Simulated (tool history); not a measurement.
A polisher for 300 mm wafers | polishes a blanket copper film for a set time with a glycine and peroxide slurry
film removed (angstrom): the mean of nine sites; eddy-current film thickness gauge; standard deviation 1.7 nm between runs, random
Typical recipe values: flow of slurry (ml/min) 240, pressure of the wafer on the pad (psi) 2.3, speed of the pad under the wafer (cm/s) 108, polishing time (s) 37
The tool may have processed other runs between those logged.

run     day  flow of slurry (ml/min)  pressure of the wafer on the pad (psi)  speed of the pad under the wafer (cm/s)  polishing time (s)  incoming thickness of the incoming film, nm  film removed (angstrom)
  1   0.000                      240                                     2.3                                      108                  37                                       1912.0                     1846
  2   0.467                      240                                     2.3                                      108                  37                                       1880.7                     1875
  3   1.200                      240                                     2.3                                      108                  37                                       1891.2                     1868
  4   1.742                      240                                     2.3                                      108                  37                                       1930.6                     1882
  5   2.312                      240                                     2.3                                      108                  37                                       1893.1                     1856
  6   2.862                      280                                     2.3                                      108                  37                                       1942.4                     1874
  7   3.317                      305                                     2.3                                      108                  37                                       1900.1                     1843
  8   3.771                      305                                     2.3                                      108                  37                                       1905.3                     1818
  9   4.296                      305                                     2.3                                      108                  37                                       1878.0                     1782
      4.608  -- worn pad replaced by a new one
 10   4.817                      240                                     2.3                                      108                  37                                       1906.6                     1902
 11   5.217                      240                                     2.3                                      108                  37                                       1891.6                     1891
 12   5.704                      240                                     2.3                                      108                  37                                       1913.6                     1872
      5.933  -- head pressure recalibrated
 13   6.179                      240                                     2.3                                      108                  37                                       1888.5                     1714
      6.492  -- slurry nozzle cleaned
 14   6.512                      240                                     2.3                                      108                  37                                       1872.0                     1716
 15   6.954                      240                                     2.3                                       90                  37                                       1901.7                     1512
 16   7.483                      240                                     2.3                                       90                  37                                       1879.9                     1510
 17   7.796                      240                                     2.3                                      134                  37                                       1920.4                     1945
 18   8.192                      240                                     2.3                                      108                  37                                       1891.9                     1695
 19   8.617                      240                                     2.6                                      108                  37                                       1879.6                     1846
 20   9.167                      295                                     1.8                                      108                  25                                       1921.2                      937
 21   9.529                      295                                     2.3                                      132                  37                                       1898.1                     1924
      9.950  -- worn pad replaced by a new one
 22  10.208                      240                                     2.3                                       84                  37                                       1900.1                     1493
 23  10.696                      240                                     2.3                                      126                  37                                       1872.5                     1920
 24  11.133                      240                                     3.0                                      108                  37                                       1885.1                     2140
 25  11.408                      240                                     1.6                                      108                  37                                       1898.0                     1287
 26  11.929                      240                                     2.3                                      108                  26                                       1898.1                     1210
 27  12.621                      320                                     2.3                                      108                  46                                       1887.2                     2204
 28  12.883                      295                                     2.3                                      132                  37                                       1871.8                     2020
 29  13.138                      240                                     2.3                                      108                  37                                       1877.4                     1707
 30  13.450                      240                                     2.3                                      108                  32                                       1883.2                     1482
 31  14.088                      240                                     2.3                                      108                  37                                       1900.7                     1704
 32  14.788                      305                                     2.3                                      108                  37                                       1897.2                     1702
 33  15.067                      210                                     3.1                                       90                  28                                       1905.8                     1420
 34  15.438                      265                                     2.3                                      108                  33                                       1895.4                     1493
     16.325  -- worn pad replaced by a new one
 35  17.646                      310                                     2.7                                      108                  37                                       1880.0                     2066
 36  18.342                      240                                     2.3                                      108                  37                                       1904.3                     1739

For each run, the measured value with the value that run would have given without the tool's hidden condition subtracted. The run-to-run variation is shared by both, the gauge scatter possibly not:
Hidden conditions of the tool in this case: removal rate lost through wear of the pad, %; slurry flow missing at the pad, %; deviation of the head's pressure from its setpoint, %.
run  film removed (angstrom)
  1                     +129
  2                     +127
  3                     +118
  4                     +110
  5                      +97
  6                      +84
  7                      +69
  8                      +53
  9                      +32
 10                     +145
 11                     +144
 12                     +141
 13                      -48
 14                      -51
 15                      -49
 16                      -55
 17                      -79
 18                      -77
 19                      -96
 20                      -56
 21                     -130
 22                       -6
 23                       -8
 24                       -9
 25                       -7
 26                      -10
 27                      -28
 28                      -31
 29                      -31
 30                      -32
 31                      -52
 32                      -72
 33                      -68
 34                      -83
 35                      +19
 36                      +10
